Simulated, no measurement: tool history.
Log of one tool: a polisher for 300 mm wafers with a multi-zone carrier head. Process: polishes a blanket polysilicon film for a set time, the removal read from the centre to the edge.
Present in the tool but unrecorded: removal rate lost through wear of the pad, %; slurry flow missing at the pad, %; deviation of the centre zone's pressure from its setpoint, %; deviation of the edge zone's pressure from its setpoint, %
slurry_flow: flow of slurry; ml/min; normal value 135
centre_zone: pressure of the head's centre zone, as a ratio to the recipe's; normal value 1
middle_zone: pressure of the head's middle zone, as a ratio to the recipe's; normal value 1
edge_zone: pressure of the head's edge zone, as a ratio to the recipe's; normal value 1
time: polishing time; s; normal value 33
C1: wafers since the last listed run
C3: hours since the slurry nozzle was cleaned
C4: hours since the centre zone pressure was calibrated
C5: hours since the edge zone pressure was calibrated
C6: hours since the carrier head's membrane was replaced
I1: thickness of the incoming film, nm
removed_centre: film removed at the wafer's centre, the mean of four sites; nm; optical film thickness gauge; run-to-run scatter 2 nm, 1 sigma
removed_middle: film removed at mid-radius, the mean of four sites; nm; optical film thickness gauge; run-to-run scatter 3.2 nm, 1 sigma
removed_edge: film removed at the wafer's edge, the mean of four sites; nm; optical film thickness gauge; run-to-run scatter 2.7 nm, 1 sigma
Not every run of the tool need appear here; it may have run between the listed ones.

run 1 hour=0 | slurry_flow=135 centre_zone=1 middle_zone=1 edge_zone=1 time=33 | C1=0 wafers_polished_on_this_pad=2025 C3=610.7 C4=864.8 C5=357.9 C6=934.4 | I1=1697.5 | removed_centre=225.9 removed_middle=237.9 removed_edge=238.4
run 2 hour=94.8 | slurry_flow=155 centre_zone=1 middle_zone=1 edge_zone=1 time=33 | C1=1170 wafers_polished_on_this_pad=3195 C3=705.5 C4=959.6 C5=452.7 C6=1029.2 | I1=1693.8 | removed_centre=230.2 removed_middle=240.6 removed_edge=235.6
-- hour=151.4 carrier head's membrane replaced by a new one
run 3 hour=177.9 | slurry_flow=135 centre_zone=1 middle_zone=1 edge_zone=1 time=33 | C1=963 wafers_polished_on_this_pad=4159 C3=788.6 C4=1042.7 C5=535.8 C6=26.5 | I1=1699.8 | removed_centre=219.2 removed_middle=231.3 removed_edge=227.8
-- hour=225.6 centre zone pressure recalibrated
-- hour=264.5 slurry nozzle cleaned
run 4 hour=265 | slurry_flow=135 centre_zone=1 middle_zone=1 edge_zone=1 time=33 | C1=1037 wafers_polished_on_this_pad=5197 C3=0.5 C4=39.4 C5=622.9 C6=113.6 | I1=1709.1 | removed_centre=229.3 removed_middle=223.8 removed_edge=223.1
run 5 hour=330.3 | slurry_flow=135 centre_zone=1 middle_zone=1 edge_zone=1 time=33 | C1=805 wafers_polished_on_this_pad=6003 C3=65.8 C4=104.7 C5=688.2 C6=178.9 | I1=1720.1 | removed_centre=221.4 removed_middle=221.8 removed_edge=219.8
-- hour=383.5 worn pad replaced by a new one
-- hour=423.3 edge zone pressure recalibrated
run 6 hour=429.5 | slurry_flow=135 centre_zone=0.96 middle_zone=1 edge_zone=1 time=33 | C1=1150 wafers_polished_on_this_pad=543 C3=165 C4=203.9 C5=6.2 C6=278.1 | I1=1708.5 | removed_centre=236 removed_middle=235.5 removed_edge=243.2
run 7 hour=522.1 | slurry_flow=135 centre_zone=1 middle_zone=1 edge_zone=1 time=44 | C1=1142 wafers_polished_on_this_pad=1686 C3=257.6 C4=296.5 C5=98.8 C6=370.7 | I1=1728.1 | removed_centre=313.1 removed_middle=310.8 removed_edge=310.9
run 8 hour=579.5 | slurry_flow=135 centre_zone=0.92 middle_zone=1 edge_zone=0.88 time=33 | C1=708 wafers_polished_on_this_pad=2394 C3=315 C4=353.9 C5=156.2 C6=428.1 | I1=1694.5 | removed_centre=221.9 removed_middle=240.3 removed_edge=223
run 9 hour=677.8 | slurry_flow=135 centre_zone=1 middle_zone=1 edge_zone=1 time=33 | C1=1213 wafers_polished_on_this_pad=3607 C3=413.3 C4=452.2 C5=254.5 C6=526.4 | I1=1726.4 | removed_centre=227.7 removed_middle=236.9 removed_edge=232.4
run 10 hour=877.9 | slurry_flow=135 centre_zone=1 middle_zone=1 edge_zone=1 time=33 | C1=2469 wafers_polished_on_this_pad=6077 C3=613.4 C4=652.3 C5=454.6 C6=726.5 | I1=1687.3 | removed_centre=217.6 removed_middle=224 removed_edge=225.2
run 11 hour=966.4 | slurry_flow=135 centre_zone=1 middle_zone=1 edge_zone=1 time=33 | C1=1092 wafers_polished_on_this_pad=7169 C3=701.9 C4=740.8 C5=543.1 C6=815 | I1=1696.1 | removed_centre=211.8 removed_middle=220 removed_edge=214.5
-- hour=1009.7 worn pad replaced by a new one
run 12 hour=1057 | slurry_flow=135 centre_zone=1 middle_zone=1 edge_zone=1 time=33 | C1=1068 wafers_polished_on_this_pad=584 C3=792.5 C4=831.4 C5=633.7 C6=905.6 | I1=1705.1 | removed_centre=225.5 removed_middle=241.9 removed_edge=238.5
-- hour=1173.9 centre zone pressure recalibrated
-- hour=1181.9 edge zone pressure recalibrated
-- hour=1193.6 slurry nozzle cleaned
run 13 hour=1205.9 | slurry_flow=135 centre_zone=1 middle_zone=1 edge_zone=1 time=33 | C1=1776 wafers_polished_on_this_pad=2360 C3=12.3 C4=32 C5=24 C6=1054.5 | I1=1703.3 | removed_centre=232.8 removed_middle=227.8 removed_edge=234.8
run 14 hour=1303.9 | slurry_flow=150 centre_zone=1 middle_zone=1 edge_zone=1 time=33 | C1=1209 wafers_polished_on_this_pad=3569 C3=110.3 C4=130 C5=122 C6=1152.5 | I1=1736.5 | removed_centre=239.7 removed_middle=240.3 removed_edge=236.2
run 15 hour=1345 | slurry_flow=135 centre_zone=1 middle_zone=1 edge_zone=1.08 time=38 | C1=507 wafers_polished_on_this_pad=4076 C3=151.4 C4=171.1 C5=163.1 C6=1193.6 | I1=1725.3 | removed_centre=260.1 removed_middle=257.9 removed_edge=274.1
-- hour=1400.4 carrier head's membrane replaced by a new one
run 16 hour=1400.9 | slurry_flow=135 centre_zone=1 middle_zone=1 edge_zone=1 time=33 | C1=628 wafers_polished_on_this_pad=4705 C3=207.3 C4=227 C5=219 C6=0.5 | I1=1676.1 | removed_centre=222.7 removed_middle=230.7 removed_edge=228.4
run 17 hour=1437.3 | slurry_flow=165 centre_zone=1.08 middle_zone=1 edge_zone=1 time=37 | C1=449 wafers_polished_on_this_pad=5154 C3=243.7 C4=263.4 C5=255.4 C6=36.9 | I1=1721.4 | removed_centre=272.7 removed_middle=266.3 removed_edge=260.1
run 18 hour=1474.2 | slurry_flow=135 centre_zone=1 middle_zone=1 edge_zone=1.09 time=27 | C1=455 wafers_polished_on_this_pad=5609 C3=280.6 C4=300.3 C5=292.3 C6=73.8 | I1=1696.1 | removed_centre=179.2 removed_middle=180.4 removed_edge=187.9
-- hour=1627.8 worn pad replaced by a new one
run 19 hour=1770.5 | slurry_flow=135 centre_zone=1.08 middle_zone=0.9 edge_zone=0.95 time=33 | C1=3607 wafers_polished_on_this_pad=1761 C3=576.9 C4=596.6 C5=588.6 C6=370.1 | I1=1702.7 | removed_centre=243.9 removed_middle=218.8 removed_edge=233
run 20 hour=1823 | slurry_flow=170 centre_zone=1 middle_zone=1 edge_zone=1 time=33 | C1=647 wafers_polished_on_this_pad=2409 C3=629.4 C4=649.1 C5=641.1 C6=422.6 | I1=1690.5 | removed_centre=240.5 removed_middle=247 removed_edge=246.9
run 21 hour=1893.9 | slurry_flow=165 centre_zone=0.94 middle_zone=0.96 edge_zone=1 time=29 | C1=875 wafers_polished_on_this_pad=3284 C3=700.3 C4=720 C5=712 C6=493.5 | I1=1703.8 | removed_centre=197.6 removed_middle=210.2 removed_edge=212
-- hour=1933.5 slurry nozzle cleaned
run 22 hour=1954.5 | slurry_flow=135 centre_zone=1 middle_zone=1 edge_zone=1.09 time=33 | C1=735 wafers_polished_on_this_pad=4020 C3=21 C4=780.6 C5=772.6 C6=554.1 | I1=1714.9 | removed_centre=221.5 removed_middle=233.7 removed_edge=240.3
-- hour=1993.2 edge zone pressure recalibrated
run 23 hour=2015.8 | slurry_flow=135 centre_zone=1.06 middle_zone=0.94 edge_zone=1.08 time=33 | C1=731 wafers_polished_on_this_pad=4752 C3=82.3 C4=841.9 C5=22.6 C6=615.4 | I1=1698.2 | removed_centre=225.6 removed_middle=217 removed_edge=233.6

Here are 3 independent what-if runs from the current tool condition. What would each one return?
run A hour=2016.2 | slurry_flow=135 centre_zone=1 middle_zone=0.93 edge_zone=1 time=33 | C1=4 wafers_polished_on_this_pad=4756 C3=82.7 C4=842.3 C5=23 C6=615.8 | I1=1673.2 | removed_centre=? removed_middle=? removed_edge=?
run B hour=2016.2 | slurry_flow=165 centre_zone=0.89 middle_zone=0.89 edge_zone=1.11 time=33 | C1=4 wafers_polished_on_this_pad=4756 C3=82.7 C4=842.3 C5=23 C6=615.8 | I1=1673.2 | removed_centre=? removed_middle=? removed_edge=?
run C hour=2016.2 | slurry_flow=135 centre_zone=1 middle_zone=1 edge_zone=1 time=29 | C1=4 wafers_polished_on_this_pad=4756 C3=82.7 C4=842.3 C5=23 C6=615.8 | I1=1673.2 | removed_centre=? removed_middle=? removed_edge=?

run=A removed_centre=215 removed_middle=219.4 removed_edge=229.5
run=B removed_centre=206.9 removed_middle=220.6 removed_edge=245.8
run=C removed_centre=189 removed_middle=205 removed_edge=201.5
Without the tool's unlogged condition, the same runs would have read:
run=A removed_centre=242.5 removed_middle=229.3 removed_edge=239.9
run=B removed_centre=233.6 removed_middle=230.6 removed_edge=257
run=C removed_centre=213.2 removed_middle=214.2 removed_edge=210.6
